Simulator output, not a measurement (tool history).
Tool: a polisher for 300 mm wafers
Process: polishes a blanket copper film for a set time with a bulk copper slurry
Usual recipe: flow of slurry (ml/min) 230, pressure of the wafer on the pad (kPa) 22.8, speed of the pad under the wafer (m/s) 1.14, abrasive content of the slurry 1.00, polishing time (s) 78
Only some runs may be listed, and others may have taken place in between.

run	day	flow of slurry (ml/min)	pressure of the wafer on the pad (kPa)	speed of the pad under the wafer (m/s)	abrasive content of the slurry	polishing time (s)	wafers since the last listed run	wafers polished on this pad	hours since the slurry nozzle was cleaned	hours since the head pressure was calibrated	hours since the slurry blender was calibrated	incoming thickness of the incoming film, nm	film removed (Å)
1	0.000	230	22.8	1.14	1.00	78	0	384	157.1	299.0	211.5	3936.2	11366
2	0.442	230	22.8	1.14	1.00	78	97	482	167.7	309.6	222.1	3870.4	11427
3	0.958	230	22.8	1.14	1.00	78	114	596	180.1	322.0	234.5	3904.7	11501
# day 1.212: worn pad replaced by a new one
4	1.338	230	22.8	1.14	1.00	86	46	27	189.2	331.1	243.6	3898.4	12471
5	1.850	230	22.8	1.14	1.00	86	113	141	201.5	343.4	255.9	3900.8	12381
6	2.279	230	22.8	1.14	1.00	86	94	235	211.8	353.7	266.2	3921.8	12523
7	2.708	230	22.8	1.26	1.00	78	94	330	222.1	364.0	276.5	3881.4	12303
# day 2.992: slurry blender recalibrated
8	3.079	230	22.8	1.14	1.00	78	63	393	231.0	372.9	2.1	3907.1	11128
9	3.396	230	22.8	1.46	1.00	78	69	463	238.6	380.5	9.7	3895.4	14457
# day 3.550: head pressure recalibrated
10	3.646	230	22.8	1.14	1.25	93	36	500	244.6	2.3	15.7	3957.9	12345
# day 3.954: worn pad replaced by a new one
11	4.358	305	19.3	1.14	1.00	78	120	88	261.7	19.4	32.8	3839.0	9166
12	4.883	310	22.8	0.92	0.90	78	115	204	274.3	32.0	45.4	3929.2	8463
# day 5.200: slurry nozzle cleaned
13	5.225	180	22.8	1.14	1.00	97	66	270	0.6	40.2	53.6	3899.8	13382
14	5.521	150	22.8	1.14	0.75	78	65	336	7.7	47.3	60.7	3866.7	10047
15	5.942	230	22.8	1.14	1.00	86	92	428	17.8	57.4	70.8	3908.0	12056
16	6.342	230	22.8	1.14	1.00	78	88	517	27.4	67.0	80.4	3853.9	11022
17	6.617	230	22.8	1.14	1.00	78	60	577	34.0	73.6	87.0	3906.5	11042

Selected run-to-run steps in film removed (Å), each split into two signed amounts: the part the tool would show with no hidden state at all (from settings, incoming material and random variation), and the remainder, which goes to the hidden state together with any gauge scatter not common to the measured and the hidden-state-free results:
The hidden state here: removal rate lost through wear of the pad, %; slurry flow missing at the pad, %; deviation of the head's pressure from its setpoint, %; abrasive missing from the slurry, %.
Run 9 -> 10: speed of the pad under the wafer (m/s) 1.46 -> 1.14, abrasive content of the slurry 1.00 -> 1.25, polishing time (s) 78 -> 93, head pressure recalibrated. film removed (Å) -2112: hidden state -1474, all else -638.
Run 12 -> 13: flow of slurry (ml/min) 310 -> 180, speed of the pad under the wafer (m/s) 0.92 -> 1.14, abrasive content of the slurry 0.90 -> 1.00, polishing time (s) 78 -> 97, slurry nozzle cleaned. film removed (Å) +4919: hidden state +542, all else +4377.
